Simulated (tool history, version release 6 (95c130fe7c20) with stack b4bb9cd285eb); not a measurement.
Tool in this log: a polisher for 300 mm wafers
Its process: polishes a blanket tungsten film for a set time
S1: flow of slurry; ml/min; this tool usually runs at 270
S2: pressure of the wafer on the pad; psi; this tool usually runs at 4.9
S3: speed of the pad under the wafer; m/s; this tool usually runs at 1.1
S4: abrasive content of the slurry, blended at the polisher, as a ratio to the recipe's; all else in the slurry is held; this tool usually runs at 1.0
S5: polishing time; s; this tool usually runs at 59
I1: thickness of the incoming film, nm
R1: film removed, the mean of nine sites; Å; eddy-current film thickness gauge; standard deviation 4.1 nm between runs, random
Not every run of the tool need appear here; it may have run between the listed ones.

Run 1, hour 0.0: usual settings but S1 250 ml/min; I1 1107.1. Result: R1 3532 Å.
At hour 4.0: head pressure recalibrated.
At hour 11.8: slurry tank refilled with fresh slurry and peroxide.
At hour 19.0: worn pad replaced by a new one.
At hour 45.8: slurry blender recalibrated.
Run 2, hour 48.4: usual settings but S4 1.2; I1 1109.8. Result: R1 4025 Å.
Run 3, hour 102.5: usual settings but S4 1.2; I1 1140.2. Result: R1 3934 Å.
Run 4, hour 160.2: usual settings but S4 1.2; I1 1101.0. Result: R1 3852 Å.
Run 5, hour 207.8: usual settings; I1 1116.1. Result: R1 3671 Å.
At hour 231.9: worn pad replaced by a new one.
At hour 265.5: slurry tank refilled with fresh slurry and peroxide.
Run 6, hour 266.0: usual settings but S4 1.1; I1 1120.6. Result: R1 3724 Å.
Run 7, hour 317.8: usual settings but S4 1.1; I1 1126.0. Result: R1 3634 Å.
At hour 331.6: slurry nozzle cleaned.
Run 8, hour 366.3: usual settings; I1 1112.8. Result: R1 3621 Å.
At hour 397.6: slurry blender recalibrated.
Run 9, hour 398.1: usual settings; I1 1118.6. Result: R1 3771 Å.
At hour 423.9: head pressure recalibrated.
At hour 438.8: worn pad replaced by a new one.
Run 10, hour 457.7: usual settings; I1 1114.2. Result: R1 3669 Å.

Predict the results of run 11:
Run 11, hour 487.4: usual settings but S1 360 ml/min, S2 5.9 psi, S4 0.7; I1 1108.8. Result: R1 ?.

{"run 11": {"R1": 4042}}
The same run, on a tool lacking any hidden state, would have yielded R1 4316 Å.
